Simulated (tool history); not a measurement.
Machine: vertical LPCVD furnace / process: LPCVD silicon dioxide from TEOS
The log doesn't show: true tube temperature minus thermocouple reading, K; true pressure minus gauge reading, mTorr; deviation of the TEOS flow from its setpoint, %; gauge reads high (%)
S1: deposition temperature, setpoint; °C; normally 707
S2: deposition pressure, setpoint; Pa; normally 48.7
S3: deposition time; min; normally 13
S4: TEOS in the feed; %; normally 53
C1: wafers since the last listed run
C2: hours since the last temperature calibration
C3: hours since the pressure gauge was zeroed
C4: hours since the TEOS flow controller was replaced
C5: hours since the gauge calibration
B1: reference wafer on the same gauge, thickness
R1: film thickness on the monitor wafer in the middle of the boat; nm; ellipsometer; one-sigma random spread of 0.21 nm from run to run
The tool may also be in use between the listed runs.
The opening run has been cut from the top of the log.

run,hour,S1,S2,S3,S4,C1,C2,C3,C4,C5,B1,R1
2,16.5,707,44,13,53,327,3988.6,1413.4,2994.9,564.1,110.99,104.13
3,23.7,707,44,13,53,142,3995.8,1420.6,3002.1,571.3,110.95,103.97
4,31.5,707,44,13,53,154,4003.6,1428.4,3009.9,579.1,111,104.17
5,43.3,707,56,13,53,234,4015.4,1440.2,3021.7,590.9,111.02,117.63
6,57,707,56,13,53,271,4029.1,1453.9,3035.4,604.6,111.02,117.62
# hour 65.8: gauge calibrated
7,103.7,707,48.7,10,53,926,4075.8,1500.6,3082.1,37.9,111.05,84.26
8,109.7,707,48.7,13,53,119,4081.8,1506.6,3088.1,43.9,111,109.48
9,116.7,714,56,10,50,138,4088.8,1513.6,3095.1,50.9,110.99,102.68
10,126.4,715,56,8.5,46,192,4098.5,1523.3,3104.8,60.6,110.98,85.9
11,141,707,48.7,13,53,289,4113.1,1537.9,3119.4,75.2,110.97,109.69
# hour 176.9: thermocouples replaced and temperature profile calibrated
12,177.4,707,48.7,13,53,246,0.5,1574.3,3155.8,111.6,110.99,114.94
13,181.4,716,44,13,53,8,4.5,1578.3,3159.8,115.6,110.98,134.17
# hour 201.8: pressure gauge zeroed
14,202.3,703,58.7,13,53,9,25.4,0.5,3180.7,136.5,110.98,115.45
15,206.3,707,40.7,13,46,79,29.4,4.5,3184.7,140.5,111,97.98
16,229,718,44.7,10.5,47,450,52.1,27.2,3207.4,163.2,111.01,107.38
17,237.1,707,48.7,13,53,160,60.2,35.3,3215.5,171.3,111.02,114.99
18,254.5,701,39.3,13,53,345,77.6,52.7,3232.9,188.7,110.98,90.15
19,262.5,707,48.7,13,53,158,85.6,60.7,3240.9,196.7,110.99,115.26
# hour 301.5: thermocouples replaced and temperature profile calibrated, repeated, since the last time left the tool worse
# hour 315.4: TEOS flow controller replaced
20,315.9,707,56,10.5,53,307,14.4,114.1,0.5,250.1,111.02,89.25
21,319.9,707,48.7,13,53,79,18.4,118.1,4.5,254.1,110.97,103.21
22,332.6,702,48.7,11,45,252,31.1,130.8,17.2,266.8,110.99,71.48

Forecast run 23:
23,350.5,715,57.3,17,61,355,49,148.7,35.1,284.7,?,?

{"run 23": {"B1": 110.99, "R1": 188.6}}
Had the tool carried no hidden state, the very same run would have given R1 186.92 nm.

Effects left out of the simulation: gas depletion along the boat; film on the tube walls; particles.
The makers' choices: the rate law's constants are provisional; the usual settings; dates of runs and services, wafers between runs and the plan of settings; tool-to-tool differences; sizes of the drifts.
